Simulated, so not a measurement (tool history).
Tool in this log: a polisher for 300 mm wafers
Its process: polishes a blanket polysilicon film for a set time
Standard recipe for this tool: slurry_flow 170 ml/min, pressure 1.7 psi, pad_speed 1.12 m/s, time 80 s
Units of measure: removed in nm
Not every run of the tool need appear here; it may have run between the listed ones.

| run | day | slurry_flow | pressure | pad_speed | time | wafers since the last listed run | wafers polished on this pad | hours since the slurry nozzle was cleaned | hours since the head pressure was calibrated | incoming thickness of the incoming film, nm | removed |
|---|---|---|---|---|---|---|---|---|---|---|---|
| 1 | 0 | 170 | 1.5 | 1.12 | 80 | 0 | 372 | 627.9 | 606.5 | 1577 | 450.8 |
| 2 | 1.079 | 170 | 1.5 | 1.12 | 80 | 180 | 552 | 653.8 | 632.4 | 1566.8 | 439.9 |
| 3 | 2.392 | 170 | 1.7 | 1.12 | 80 | 219 | 771 | 685.3 | 663.9 | 1582.8 | 506.3 |
|  | 2.788 | worn pad replaced by a new one |
| 4 | 3.183 | 170 | 1.7 | 1.12 | 65 | 104 | 66 | 704.3 | 682.9 | 1614.1 | 406.2 |
| 5 | 4.225 | 170 | 1.7 | 1.12 | 65 | 173 | 239 | 729.3 | 707.9 | 1593.9 | 395.6 |
| 6 | 5.212 | 145 | 1.7 | 1.12 | 80 | 164 | 404 | 753 | 731.6 | 1598.4 | 482.6 |
| 7 | 6.625 | 170 | 1.7 | 1.04 | 80 | 235 | 640 | 786.9 | 765.5 | 1607.1 | 451.1 |
| 8 | 7.379 | 170 | 1.7 | 1.04 | 80 | 125 | 766 | 805 | 783.6 | 1568.4 | 458.4 |
|  | 8.017 | worn pad replaced by a new one |
| 9 | 8.075 | 170 | 1.4 | 1.12 | 80 | 88 | 9 | 821.7 | 800.3 | 1613.7 | 410 |
| 10 | 9.283 | 170 | 1.4 | 1.12 | 80 | 201 | 211 | 850.7 | 829.3 | 1592.8 | 401.8 |
| 11 | 10.733 | 110 | 2 | 1 | 99 | 241 | 453 | 885.5 | 864.1 | 1592.3 | 596.4 |
| 12 | 11.65 | 170 | 2.3 | 1 | 65 | 152 | 605 | 907.5 | 886.1 | 1581.2 | 460.7 |

Run 13, settings as shown, results not yet in. Your forecast:
|  | 12.042 | slurry nozzle cleaned |
| 13 | 12.842 | 205 | 1.3 | 1.12 | 67 | 191 | 797 | 19.2 | 914.7 | 1595.4 | ? |

Run 13 measured removed 315.1 nm.
With the hidden condition absent and the run-to-run variation left alone, this run would have shown removed 340.7 nm.
